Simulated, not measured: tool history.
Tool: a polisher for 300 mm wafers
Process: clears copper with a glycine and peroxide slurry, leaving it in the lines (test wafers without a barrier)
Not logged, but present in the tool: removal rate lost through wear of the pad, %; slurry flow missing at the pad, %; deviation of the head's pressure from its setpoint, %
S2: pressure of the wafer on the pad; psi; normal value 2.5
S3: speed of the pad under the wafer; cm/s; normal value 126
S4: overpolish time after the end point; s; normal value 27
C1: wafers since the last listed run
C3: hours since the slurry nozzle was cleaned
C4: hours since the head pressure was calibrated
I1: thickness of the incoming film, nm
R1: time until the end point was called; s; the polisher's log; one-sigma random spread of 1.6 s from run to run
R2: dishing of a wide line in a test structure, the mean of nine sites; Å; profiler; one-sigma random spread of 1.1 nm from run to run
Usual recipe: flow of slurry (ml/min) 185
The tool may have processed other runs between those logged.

{"run": 1, "hour": 0.0, "flow of slurry (ml/min)": 185, "S2": 2.5, "S3": 138, "S4": 27, "C1": 0, "wafers polished on this pad": 1082, "C3": 65.0, "C4": 305.2, "I1": 529.1, "R1": 94.3, "R2": 803}
{"run": 2, "hour": 71.7, "flow of slurry (ml/min)": 185, "S2": 2.5, "S3": 138, "S4": 27, "C1": 526, "wafers polished on this pad": 1608, "C3": 136.7, "C4": 376.9, "I1": 538.3, "R1": 94.2, "R2": 818}
{"run": 3, "hour": 161.5, "flow of slurry (ml/min)": 185, "S2": 2.5, "S3": 138, "S4": 27, "C1": 659, "wafers polished on this pad": 2267, "C3": 226.5, "C4": 466.7, "I1": 537.6, "R1": 93.5, "R2": 835}
{"run": 4, "hour": 208.3, "flow of slurry (ml/min)": 185, "S2": 2.5, "S3": 126, "S4": 27, "C1": 343, "wafers polished on this pad": 2610, "C3": 273.3, "C4": 513.5, "I1": 535.0, "R1": 98.4, "R2": 776}
{"hour": 249.6, "done": "worn pad replaced by a new one"}
{"run": 5, "hour": 256.8, "flow of slurry (ml/min)": 185, "S2": 2.5, "S3": 126, "S4": 27, "C1": 326, "wafers polished on this pad": 52, "C3": 321.8, "C4": 562.0, "I1": 531.0, "R1": 97.9, "R2": 777}
{"hour": 298.6, "done": "slurry nozzle cleaned"}
{"run": 6, "hour": 304.5, "flow of slurry (ml/min)": 185, "S2": 1.9, "S3": 136, "S4": 27, "C1": 342, "wafers polished on this pad": 395, "C3": 5.9, "C4": 609.7, "I1": 543.8, "R1": 120.9, "R2": 676}
{"run": 7, "hour": 344.3, "flow of slurry (ml/min)": 185, "S2": 1.9, "S3": 136, "S4": 27, "C1": 292, "wafers polished on this pad": 687, "C3": 45.7, "C4": 649.5, "I1": 531.9, "R1": 115.6, "R2": 691}
{"run": 8, "hour": 441.6, "flow of slurry (ml/min)": 185, "S2": 2.5, "S3": 126, "S4": 15, "C1": 714, "wafers polished on this pad": 1401, "C3": 143.0, "C4": 746.8, "I1": 543.4, "R1": 100.3, "R2": 512}
{"run": 9, "hour": 545.8, "flow of slurry (ml/min)": 185, "S2": 2.5, "S3": 126, "S4": 15, "C1": 764, "wafers polished on this pad": 2166, "C3": 247.2, "C4": 851.0, "I1": 536.9, "R1": 96.5, "R2": 525}
{"run": 10, "hour": 582.2, "flow of slurry (ml/min)": 185, "S2": 2.5, "S3": 126, "S4": 27, "C1": 267, "wafers polished on this pad": 2433, "C3": 283.6, "C4": 887.4, "I1": 540.7, "R1": 96.8, "R2": 777}
{"run": 11, "hour": 623.2, "flow of slurry (ml/min)": 140, "S2": 2.5, "S3": 116, "S4": 27, "C1": 300, "wafers polished on this pad": 2734, "C3": 324.6, "C4": 928.4, "I1": 534.7, "R1": 106.1, "R2": 758}
{"hour": 676.9, "done": "worn pad replaced by a new one"}
{"run": 12, "hour": 679.5, "flow of slurry (ml/min)": 140, "S2": 2.5, "S3": 116, "S4": 27, "C1": 383, "wafers polished on this pad": 18, "C3": 380.9, "C4": 984.7, "I1": 533.2, "R1": 107.0, "R2": 743}
{"hour": 687.7, "done": "slurry nozzle cleaned"}
{"run": 13, "hour": 723.1, "flow of slurry (ml/min)": 185, "S2": 1.9, "S3": 126, "S4": 27, "C1": 312, "wafers polished on this pad": 331, "C3": 35.4, "C4": 1028.3, "I1": 540.4, "R1": 124.1, "R2": 654}
{"run": 14, "hour": 788.1, "flow of slurry (ml/min)": 185, "S2": 1.9, "S3": 126, "S4": 27, "C1": 477, "wafers polished on this pad": 808, "C3": 100.4, "C4": 1093.3, "I1": 539.6, "R1": 122.3, "R2": 663}
{"run": 15, "hour": 842.6, "flow of slurry (ml/min)": 215, "S2": 2.5, "S3": 126, "S4": 27, "C1": 399, "wafers polished on this pad": 1208, "C3": 154.9, "C4": 1147.8, "I1": 536.8, "R1": 96.0, "R2": 795}
{"run": 16, "hour": 885.5, "flow of slurry (ml/min)": 185, "S2": 2.5, "S3": 126, "S4": 27, "C1": 314, "wafers polished on this pad": 1523, "C3": 197.8, "C4": 1190.7, "I1": 539.3, "R1": 100.9, "R2": 801}
{"run": 17, "hour": 971.9, "flow of slurry (ml/min)": 185, "S2": 2.5, "S3": 138, "S4": 27, "C1": 634, "wafers polished on this pad": 2157, "C3": 284.2, "C4": 1277.1, "I1": 536.7, "R1": 88.8, "R2": 842}
{"run": 18, "hour": 1023.9, "flow of slurry (ml/min)": 185, "S2": 2.5, "S3": 126, "S4": 15, "C1": 381, "wafers polished on this pad": 2538, "C3": 336.2, "C4": 1329.1, "I1": 533.1, "R1": 96.8, "R2": 514}
{"hour": 1083.1, "done": "slurry nozzle cleaned"}
{"run": 19, "hour": 1098.8, "flow of slurry (ml/min)": 185, "S2": 2.5, "S3": 126, "S4": 13, "C1": 542, "wafers polished on this pad": 3081, "C3": 15.7, "C4": 1404.0, "I1": 543.8, "R1": 98.0, "R2": 467}
{"hour": 1104.1, "done": "worn pad replaced by a new one"}
{"run": 20, "hour": 1141.6, "flow of slurry (ml/min)": 205, "S2": 2.5, "S3": 106, "S4": 23, "C1": 284, "wafers polished on this pad": 275, "C3": 58.5, "C4": 1446.8, "I1": 533.4, "R1": 112.5, "R2": 641}
{"run": 21, "hour": 1222.3, "flow of slurry (ml/min)": 130, "S2": 2.0, "S3": 94, "S4": 41, "C1": 592, "wafers polished on this pad": 867, "C3": 139.2, "C4": 1527.5, "I1": 535.8, "R1": 153.1, "R2": 788}
{"run": 22, "hour": 1289.4, "flow of slurry (ml/min)": 140, "S2": 2.5, "S3": 126, "S4": 17, "C1": 492, "wafers polished on this pad": 1360, "C3": 206.3, "C4": 1594.6, "I1": 545.7, "R1": 102.3, "R2": 568}
{"hour": 1306.5, "done": "head pressure recalibrated"}
{"run": 23, "hour": 1376.6, "flow of slurry (ml/min)": 185, "S2": 2.5, "S3": 168, "S4": 42, "C1": 625, "wafers polished on this pad": 1985, "C3": 293.5, "C4": 70.1, "I1": 539.6, "R1": 82.6, "R2": 1069}
{"run": 24, "hour": 1446.8, "flow of slurry (ml/min)": 185, "S2": 2.9, "S3": 126, "S4": 17, "C1": 515, "wafers polished on this pad": 2500, "C3": 363.7, "C4": 140.3, "I1": 545.8, "R1": 95.2, "R2": 618}
{"hour": 1484.1, "done": "slurry nozzle cleaned"}
{"run": 25, "hour": 1520.9, "flow of slurry (ml/min)": 185, "S2": 2.5, "S3": 126, "S4": 27, "C1": 536, "wafers polished on this pad": 3036, "C3": 36.8, "C4": 214.4, "I1": 535.1, "R1": 102.1, "R2": 764}
{"hour": 1531.3, "done": "worn pad replaced by a new one"}
{"run": 26, "hour": 1621.4, "flow of slurry (ml/min)": 250, "S2": 3.0, "S3": 170, "S4": 38, "C1": 708, "wafers polished on this pad": 660, "C3": 137.3, "C4": 314.9, "I1": 531.5, "R1": 64.0, "R2": 1169}
{"run": 27, "hour": 1701.6, "flow of slurry (ml/min)": 120, "S2": 2.9, "S3": 104, "S4": 17, "C1": 588, "wafers polished on this pad": 1249, "C3": 217.5, "C4": 395.1, "I1": 534.3, "R1": 107.7, "R2": 525}
{"run": 28, "hour": 1758.7, "flow of slurry (ml/min)": 185, "S2": 2.5, "S3": 126, "S4": 27, "C1": 419, "wafers polished on this pad": 1668, "C3": 274.6, "C4": 452.2, "I1": 534.0, "R1": 102.6, "R2": 777}
{"run": 29, "hour": 1844.9, "flow of slurry (ml/min)": 185, "S2": 2.0, "S3": 126, "S4": 14, "C1": 632, "wafers polished on this pad": 2301, "C3": 360.8, "C4": 538.4, "I1": 542.1, "R1": 119.2, "R2": 410}
{"hour": 1856.8, "done": "worn pad replaced by a new one"}
{"hour": 1860.2, "done": "slurry nozzle cleaned"}
{"run": 30, "hour": 1889.6, "flow of slurry (ml/min)": 185, "S2": 3.0, "S3": 166, "S4": 27, "C1": 291, "wafers polished on this pad": 233, "C3": 29.4, "C4": 583.1, "I1": 541.1, "R1": 66.0, "R2": 1017}

The logged runs with the hidden state left out (each run's random variation unchanged):
run=1 R1=99.2 R2=773
run=2 R1=99.9 R2=783
run=3 R1=99.9 R2=794
run=4 R1=105.4 R2=736
run=5 R1=105.3 R2=736
run=6 R1=130.1 R2=638
run=7 R1=124.5 R2=651
run=8 R1=108.8 R2=477
run=9 R1=105.2 R2=488
run=10 R1=105.6 R2=727
run=11 R1=115.8 R2=708
run=12 R1=116.9 R2=693
run=13 R1=135.3 R2=610
run=14 R1=133.6 R2=618
run=15 R1=105.4 R2=741
run=16 R1=110.8 R2=745
run=17 R1=97.9 R2=783
run=18 R1=106.6 R2=474
run=19 R1=108.0 R2=429
run=20 R1=123.7 R2=593
run=21 R1=167.3 R2=736
run=22 R1=112.9 R2=523
run=23 R1=84.0 R2=1058
run=24 R1=98.0 R2=603
run=25 R1=106.2 R2=741
run=26 R1=67.7 R2=1132
run=27 R1=114.4 R2=499
run=28 R1=109.4 R2=740
run=29 R1=127.6 R2=386
run=30 R1=71.4 R2=964

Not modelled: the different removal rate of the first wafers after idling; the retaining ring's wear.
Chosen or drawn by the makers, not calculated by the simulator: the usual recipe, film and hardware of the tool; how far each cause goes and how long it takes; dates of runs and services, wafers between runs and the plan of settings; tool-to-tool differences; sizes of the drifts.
